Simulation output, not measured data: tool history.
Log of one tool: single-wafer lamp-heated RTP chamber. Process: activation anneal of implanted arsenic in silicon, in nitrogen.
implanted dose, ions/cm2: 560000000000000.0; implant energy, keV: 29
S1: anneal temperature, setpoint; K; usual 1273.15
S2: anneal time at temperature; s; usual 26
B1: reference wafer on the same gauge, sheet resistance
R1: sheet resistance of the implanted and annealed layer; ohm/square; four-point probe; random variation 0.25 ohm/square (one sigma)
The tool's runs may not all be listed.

run	day	S1	S2	B1	R1
1	0.000	1273.15	26	146.01	168.69
2	0.283	1273.15	26	146.01	168.39
3	0.712	1256.15	16	145.98	172.05
4	1.450	1256.15	16	145.98	171.70
5	1.742	1273.15	26	145.98	168.25
6	2.167	1273.15	26	146.02	168.68
7	2.825	1273.15	16	146.01	170.23
8	3.538	1273.15	26	146.01	168.42
9	4.196	1273.15	26	145.97	168.08
10	6.162	1273.15	26	145.99	168.17
11	6.733	1273.15	26	145.97	168.21
# day 7.279: pyrometer window cleaned and pyrometer calibrated
12	7.300	1252.15	17	146.02	172.82
# day 7.521: gauge calibrated
13	7.817	1252.15	17	145.99	172.84
14	8.392	1273.15	26	146.01	169.21
15	8.954	1273.15	26	146.02	169.36
16	9.546	1273.15	26	146.02	169.56
17	10.146	1273.15	26	146.02	168.72
18	10.892	1273.15	26	145.99	169.21
19	11.596	1273.15	26	146.01	169.10
20	12.121	1300.15	33	146.01	165.99
21	12.654	1273.15	26	146.04	168.88
22	13.292	1257.15	30	146.05	170.17
23	13.608	1273.15	26	145.97	169.06
24	14.125	1273.15	26	145.98	169.00
# day 14.904: reflector plate cleaned
25	14.925	1245.15	16	145.99	173.58
26	16.508	1254.15	11	145.99	173.66
27	16.896	1295.15	26	146.00	166.10
28	17.592	1287.15	26	146.02	167.48
29	18.942	1281.15	41	145.99	166.16
30	19.421	1256.15	36	146.01	169.39
31	20.046	1273.15	26	146.01	168.29
32	20.379	1273.15	26	146.03	168.34
33	20.912	1246.15	38	145.97	169.66
34	21.512	1273.15	26	145.98	168.16
35	21.771	1257.15	22	145.98	170.40
36	22.492	1273.15	26	146.02	168.12
37	23.025	1264.15	35	146.00	167.81

Forecast each of these 3 alternatives for the next run:
A	23.042	1273.15	26	?	?
B	23.042	1285.15	36	?	?
C	23.042	1260.15	34	?	?

run	B1	R1
A	146.01	168.61
B	146.01	166.05
C	146.01	168.71
Without the tool's hidden state the same runs would have given:
run	R1
A	169.58
B	167.06
C	169.70
